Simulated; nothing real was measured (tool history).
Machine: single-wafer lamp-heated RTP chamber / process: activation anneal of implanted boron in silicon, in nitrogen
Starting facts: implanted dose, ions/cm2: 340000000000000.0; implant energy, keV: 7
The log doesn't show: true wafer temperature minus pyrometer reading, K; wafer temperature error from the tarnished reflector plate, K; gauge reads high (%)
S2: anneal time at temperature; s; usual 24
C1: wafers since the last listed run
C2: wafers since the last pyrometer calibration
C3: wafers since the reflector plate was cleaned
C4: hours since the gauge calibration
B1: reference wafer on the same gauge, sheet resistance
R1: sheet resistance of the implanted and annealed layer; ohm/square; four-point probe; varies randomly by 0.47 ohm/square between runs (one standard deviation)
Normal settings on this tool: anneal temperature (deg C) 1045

Run 1, hour 0: usual settings but S2 32 s; C1 0; C2 4498; C3 1230; C4 72.8; B1 310.84. Result: R1 311.52 ohm/square.
Run 2, hour 32.7: usual settings but S2 32 s; C1 371; C2 4869; C3 1601; C4 105.5; B1 311.14. Result: R1 311.28 ohm/square.
Run 3, hour 60.4: usual settings but S2 32 s; C1 314; C2 5184; C3 1916; C4 133.2; B1 310.98. Result: R1 310.86 ohm/square.
Run 4, hour 88.8: usual settings but S2 17 s; C1 322; C2 5507; C3 2239; C4 161.6; B1 311.13. Result: R1 314.82 ohm/square.
Run 5, hour 120.9: usual settings but S2 17 s; C1 364; C2 5871; C3 2603; C4 193.7; B1 311. Result: R1 314.51 ohm/square.
Run 6, hour 150.6: usual settings; C1 337; C2 6209; C3 2941; C4 223.4; B1 311.05. Result: R1 313.16 ohm/square.
Run 7, hour 186.5: usual settings but anneal temperature (deg C) 1036; C1 407; C2 6617; C3 3349; C4 259.3; B1 311.03. Result: R1 313.52 ohm/square.
Run 8, hour 200.1: usual settings; C1 154; C2 6771; C3 3503; C4 272.9; B1 311.03. Result: R1 311.95 ohm/square.
Run 9, hour 219.2: usual settings; C1 216; C2 6988; C3 3720; C4 292; B1 311.17. Result: R1 313.33 ohm/square.
Run 10, hour 239.2: usual settings; C1 227; C2 7215; C3 3947; C4 312; B1 311.25. Result: R1 312.94 ohm/square.
Run 11, hour 268.1: usual settings but anneal temperature (deg C) 1066, S2 35 s; C1 328; C2 7544; C3 4276; C4 340.9; B1 310.93. Result: R1 306.5 ohm/square.
Run 12, hour 294.6: usual settings but anneal temperature (deg C) 1066, S2 35 s; C1 301; C2 7845; C3 4577; C4 367.4; B1 310.92. Result: R1 307.61 ohm/square.
Run 13, hour 324.5: usual settings; C1 339; C2 8184; C3 4916; C4 397.3; B1 311.03. Result: R1 313.12 ohm/square.
Run 14, hour 338.8: usual settings; C1 162; C2 8347; C3 5079; C4 411.6; B1 310.94. Result: R1 313.29 ohm/square.
Run 15, hour 350.9: usual settings but S2 30 s; C1 137; C2 8484; C3 5216; C4 423.7; B1 310.96. Result: R1 311.99 ohm/square.
At hour 381.6: pyrometer window cleaned and pyrometer calibrated.
Run 16, hour 382.1: usual settings but anneal temperature (deg C) 1038; C1 263; C2 5; C3 5480; C4 454.9; B1 310.85. Result: R1 314 ohm/square.
Run 17, hour 411.7: usual settings but anneal temperature (deg C) 1025, S2 34 s; C1 336; C2 341; C3 5816; C4 484.5; B1 310.89. Result: R1 312.58 ohm/square.
Run 18, hour 435.5: usual settings but S2 14 s; C1 270; C2 611; C3 6087; C4 508.3; B1 310.95. Result: R1 315.44 ohm/square.
Run 19, hour 463.6: usual settings but anneal temperature (deg C) 1030, S2 14 s; C1 319; C2 931; C3 6406; C4 536.4; B1 311.18. Result: R1 317.04 ohm/square.
Run 20, hour 485.6: usual settings but anneal temperature (deg C) 1057, S2 19 s; C1 249; C2 1180; C3 6656; C4 558.4; B1 310.83. Result: R1 314.3 ohm/square.
At hour 512.9: reflector plate cleaned.
Run 21, hour 513.4: usual settings; C1 224; C2 1405; C3 5; C4 586.2; B1 310.87. Result: R1 312.4 ohm/square.
At hour 517.9: gauge calibrated.
Run 22, hour 525.9: usual settings but anneal temperature (deg C) 1064, S2 16 s; C1 142; C2 1547; C3 147; C4 8; B1 311.07. Result: R1 314.57 ohm/square.
Run 23, hour 545.1: usual settings; C1 218; C2 1766; C3 365; C4 27.2; B1 311.15. Result: R1 313.18 ohm/square.
Run 24, hour 567.9: usual settings but anneal temperature (deg C) 1073; C1 259; C2 2025; C3 624; C4 50; B1 311.01. Result: R1 309.67 ohm/square.
Run 25, hour 588.3: usual settings but anneal temperature (deg C) 1063, S2 14 s; C1 231; C2 2256; C3 856; C4 70.4; B1 311.11. Result: R1 314.16 ohm/square.
Run 26, hour 613.6: usual settings but anneal temperature (deg C) 1062; C1 287; C2 2544; C3 1143; C4 95.7; B1 311.06. Result: R1 311.45 ohm/square.
Run 27, hour 639: usual settings; C1 288; C2 2832; C3 1432; C4 121.1; B1 310.81. Result: R1 312.94 ohm/square.
Run 28, hour 664.3: usual settings but anneal temperature (deg C) 1072, S2 37 s; C1 287; C2 3120; C3 1719; C4 146.4; B1 310.99. Result: R1 305.45 ohm/square.
Run 29, hour 679.2: usual settings; C1 169; C2 3289; C3 1889; C4 161.3; B1 310.85. Result: R1 312.72 ohm/square.
Run 30, hour 713.2: usual settings but S2 18 s; C1 386; C2 3675; C3 2275; C4 195.3; B1 311.14. Result: R1 314.64 ohm/square.
Run 31, hour 742.3: usual settings but anneal temperature (deg C) 1070, S2 28 s; C1 330; C2 4006; C3 2605; C4 224.4; B1 311.12. Result: R1 309.47 ohm/square.
Run 32, hour 755.9: usual settings but anneal temperature (deg C) 1067, S2 19 s; C1 154; C2 4160; C3 2760; C4 238; B1 310.89. Result: R1 312.42 ohm/square.

Hidden condition of the tool, last listed run before each entry between runs versus first listed run after:
Between runs 15 and 16: pyrometer window cleaned and pyrometer calibrated (hour 381.6)
  both runs share identical hidden conditions
Between runs 20 and 21: reflector plate cleaned (hour 512.9)
  both runs share identical hidden conditions
Between runs 21 and 22: gauge calibrated (hour 517.9)
  both runs share identical hidden conditions
